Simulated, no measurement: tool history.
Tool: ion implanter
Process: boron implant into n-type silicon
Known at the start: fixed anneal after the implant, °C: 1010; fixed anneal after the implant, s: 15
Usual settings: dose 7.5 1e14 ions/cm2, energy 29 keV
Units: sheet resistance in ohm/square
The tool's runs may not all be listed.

run	hour	dose	energy	read-back reference wafer on the same gauge, sheet resistance	sheet resistance
1	0	9	29	136.03	128.72
2	24	9	29	136.03	128.79
3	44	7.5	21	136	154.57
4	74.8	7.5	21	135.97	154.36
5	104.1	7.5	21	136.04	154.42
6	126.7	7.5	29	136.05	150.05
7	157.5	7.5	29	135.95	150.07
8	178.3	7.5	29	136.06	149.9
9	194	7.5	29	135.95	150.34
10	214.4	8.86	23	135.97	132.88
11	237.2	8.9	29	136.03	130.22
# hour 242.9: gauge calibrated
12	269.5	7.5	29	136.01	150.03
13	301.1	6.86	37.5	136.03	157.93
14	325.3	7.5	29	135.97	149.58
15	359.3	7.5	29	136.02	149.65
16	374.6	7.5	20	135.98	154.89
17	409.6	7.5	39	135.99	146.36
# hour 436.1: Faraday cup replaced and dose calibrated
18	437.8	7.5	21	135.96	156.54
19	503.9	8.4	29	136	138.35
20	518.4	9.66	33	135.97	122.16
21	543.6	5.72	35.5	135.96	187.38
22	566.2	6.58	26	135.99	171.51
23	587.1	7.5	29	135.98	152.06
24	615.5	7.5	29	135.99	151.68
25	640.6	7.5	19.5	136.01	157.17
# hour 658.4: extraction supply calibrated
26	671.2	9.57	25.5	135.99	125.22
27	684.7	6.65	21.5	135.97	172.71
28	715.6	7.5	29	135.95	151.61
29	738	6.02	32.5	135.99	180.72
30	770.1	8.86	37	135.97	129.79

The next listed run, before its measurement:
31	797.2	8.64	32.5	?	?

{"run 31": {"read-back reference wafer on the same gauge, sheet resistance": 135.97, "sheet resistance": 133.34}}
Without the tool's hidden state the same run would have given sheet resistance 133.86 ohm/square.

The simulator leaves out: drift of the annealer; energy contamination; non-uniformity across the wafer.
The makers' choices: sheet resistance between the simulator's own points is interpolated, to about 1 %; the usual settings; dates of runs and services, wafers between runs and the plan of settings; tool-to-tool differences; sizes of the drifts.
